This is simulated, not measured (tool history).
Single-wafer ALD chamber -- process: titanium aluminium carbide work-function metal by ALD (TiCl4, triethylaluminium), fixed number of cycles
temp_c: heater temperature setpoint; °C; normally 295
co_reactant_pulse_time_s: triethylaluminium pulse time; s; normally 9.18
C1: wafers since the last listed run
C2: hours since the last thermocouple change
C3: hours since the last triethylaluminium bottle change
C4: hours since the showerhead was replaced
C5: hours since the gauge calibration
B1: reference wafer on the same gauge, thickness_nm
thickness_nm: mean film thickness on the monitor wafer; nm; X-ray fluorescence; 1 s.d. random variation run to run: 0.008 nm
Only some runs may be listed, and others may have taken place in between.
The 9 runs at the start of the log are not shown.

{"run": 10, "day": 26.071, "temp_c": 295, "co_reactant_pulse_time_s": 9.18, "C1": 416, "C2": 2316.9, "C3": 272.3, "C4": 3940.8, "C5": 1917.9, "B1": 1.688, "thickness_nm": 2.01}
{"run": 11, "day": 34.004, "temp_c": 295, "co_reactant_pulse_time_s": 9.18, "C1": 2163, "C2": 2507.3, "C3": 462.7, "C4": 4131.2, "C5": 2108.3, "B1": 1.694, "thickness_nm": 2.012}
{"run": 12, "day": 38.662, "temp_c": 295, "co_reactant_pulse_time_s": 9.18, "C1": 1270, "C2": 2619.1, "C3": 574.5, "C4": 4243, "C5": 2220.1, "B1": 1.696, "thickness_nm": 2.015}
{"day": 39.321, "done": "thermocouple changed; heater temperature recalibrated"}
{"run": 13, "day": 42.754, "temp_c": 295, "co_reactant_pulse_time_s": 6.66, "C1": 1024, "C2": 82.4, "C3": 672.7, "C4": 4341.2, "C5": 2318.3, "B1": 1.707, "thickness_nm": 1.881}
{"day": 43.692, "done": "showerhead replaced"}
{"run": 14, "day": 44.292, "temp_c": 295, "co_reactant_pulse_time_s": 6.66, "C1": 328, "C2": 119.3, "C3": 709.6, "C4": 14.4, "C5": 2355.2, "B1": 1.705, "thickness_nm": 1.871}
{"day": 46.471, "done": "triethylaluminium bottle replaced"}
{"day": 46.633, "done": "gauge calibrated"}
{"run": 15, "day": 46.988, "temp_c": 295, "co_reactant_pulse_time_s": 6.66, "C1": 644, "C2": 184, "C3": 12.4, "C4": 79.1, "C5": 8.5, "B1": 1.662, "thickness_nm": 1.815}
{"run": 16, "day": 51.0, "temp_c": 295, "co_reactant_pulse_time_s": 9.18, "C1": 1094, "C2": 280.3, "C3": 108.7, "C4": 175.4, "C5": 104.8, "B1": 1.661, "thickness_nm": 1.969}
{"run": 17, "day": 54.971, "temp_c": 308, "co_reactant_pulse_time_s": 6.41, "C1": 1082, "C2": 375.6, "C3": 204, "C4": 270.7, "C5": 200.1, "B1": 1.664, "thickness_nm": 1.886}
{"run": 18, "day": 57.583, "temp_c": 295, "co_reactant_pulse_time_s": 9.18, "C1": 712, "C2": 438.3, "C3": 266.7, "C4": 333.4, "C5": 262.8, "B1": 1.662, "thickness_nm": 1.976}
{"run": 19, "day": 61.292, "temp_c": 299, "co_reactant_pulse_time_s": 6.07, "C1": 1011, "C2": 527.3, "C3": 355.7, "C4": 422.4, "C5": 351.8, "B1": 1.663, "thickness_nm": 1.805}
{"run": 20, "day": 64.408, "temp_c": 299, "co_reactant_pulse_time_s": 5.63, "C1": 849, "C2": 602.1, "C3": 430.5, "C4": 497.2, "C5": 426.6, "B1": 1.663, "thickness_nm": 1.729}
{"run": 21, "day": 67.158, "temp_c": 284, "co_reactant_pulse_time_s": 9.18, "C1": 749, "C2": 668.1, "C3": 496.5, "C4": 563.2, "C5": 492.6, "B1": 1.662, "thickness_nm": 1.895}
{"run": 22, "day": 71.504, "temp_c": 295, "co_reactant_pulse_time_s": 9.18, "C1": 1184, "C2": 772.4, "C3": 600.8, "C4": 667.5, "C5": 596.9, "B1": 1.663, "thickness_nm": 1.966}
{"run": 23, "day": 74.475, "temp_c": 295, "co_reactant_pulse_time_s": 6.66, "C1": 810, "C2": 843.7, "C3": 672.1, "C4": 738.8, "C5": 668.2, "B1": 1.665, "thickness_nm": 1.815}
{"day": 75.283, "done": "triethylaluminium bottle replaced"}
{"run": 24, "day": 78.054, "temp_c": 310, "co_reactant_pulse_time_s": 10.63, "C1": 885, "C2": 929.6, "C3": 66.5, "C4": 824.7, "C5": 754.1, "B1": 1.668, "thickness_nm": 2.149}
{"run": 25, "day": 80.304, "temp_c": 284, "co_reactant_pulse_time_s": 11.42, "C1": 613, "C2": 983.6, "C3": 120.5, "C4": 878.7, "C5": 808.1, "B1": 1.668, "thickness_nm": 1.938}
{"run": 26, "day": 82.071, "temp_c": 295, "co_reactant_pulse_time_s": 12.46, "C1": 481, "C2": 1026, "C3": 162.9, "C4": 921.1, "C5": 850.5, "B1": 1.667, "thickness_nm": 2.043}
{"run": 27, "day": 86.083, "temp_c": 295, "co_reactant_pulse_time_s": 9.18, "C1": 1094, "C2": 1122.3, "C3": 259.2, "C4": 1017.4, "C5": 946.8, "B1": 1.667, "thickness_nm": 1.972}
{"run": 28, "day": 89.375, "temp_c": 290, "co_reactant_pulse_time_s": 5.98, "C1": 897, "C2": 1201.3, "C3": 338.2, "C4": 1096.4, "C5": 1025.8, "B1": 1.675, "thickness_nm": 1.726}
{"run": 29, "day": 92.721, "temp_c": 295, "co_reactant_pulse_time_s": 9.18, "C1": 912, "C2": 1281.6, "C3": 418.5, "C4": 1176.7, "C5": 1106.1, "B1": 1.672, "thickness_nm": 1.979}
{"run": 30, "day": 94.271, "temp_c": 281, "co_reactant_pulse_time_s": 9.18, "C1": 422, "C2": 1318.8, "C3": 455.7, "C4": 1213.9, "C5": 1143.3, "B1": 1.673, "thickness_nm": 1.877}

Consider 5 possible next runs. They are alternatives, not a sequence: every one starts from the tool as it was left by run 30. What does each give?
{"run": "A", "day": 94.288, "temp_c": 295, "co_reactant_pulse_time_s": 9.18, "C1": 4, "C2": 1319.2, "C3": 456.1, "C4": 1214.3, "C5": 1143.7, "B1": "?", "thickness_nm": "?"}
{"run": "B", "day": 94.288, "temp_c": 288, "co_reactant_pulse_time_s": 8.25, "C1": 4, "C2": 1319.2, "C3": 456.1, "C4": 1214.3, "C5": 1143.7, "B1": "?", "thickness_nm": "?"}
{"run": "C", "day": 94.288, "temp_c": 282, "co_reactant_pulse_time_s": 12.65, "C1": 4, "C2": 1319.2, "C3": 456.1, "C4": 1214.3, "C5": 1143.7, "B1": "?", "thickness_nm": "?"}
{"run": "D", "day": 94.288, "temp_c": 295, "co_reactant_pulse_time_s": 12.27, "C1": 4, "C2": 1319.2, "C3": 456.1, "C4": 1214.3, "C5": 1143.7, "B1": "?", "thickness_nm": "?"}
{"run": "E", "day": 94.288, "temp_c": 283, "co_reactant_pulse_time_s": 6.81, "C1": 4, "C2": 1319.2, "C3": 456.1, "C4": 1214.3, "C5": 1143.7, "B1": "?", "thickness_nm": "?"}

run=A B1=1.674 thickness_nm=1.974
run=B B1=1.674 thickness_nm=1.883
run=C B1=1.674 thickness_nm=1.936
run=D B1=1.674 thickness_nm=2.035
run=E B1=1.674 thickness_nm=1.755
What these runs would have given with no unlogged condition in the tool:
run=A thickness_nm=1.958
run=B thickness_nm=1.868
run=C thickness_nm=1.92
run=D thickness_nm=2.019
run=E thickness_nm=1.741

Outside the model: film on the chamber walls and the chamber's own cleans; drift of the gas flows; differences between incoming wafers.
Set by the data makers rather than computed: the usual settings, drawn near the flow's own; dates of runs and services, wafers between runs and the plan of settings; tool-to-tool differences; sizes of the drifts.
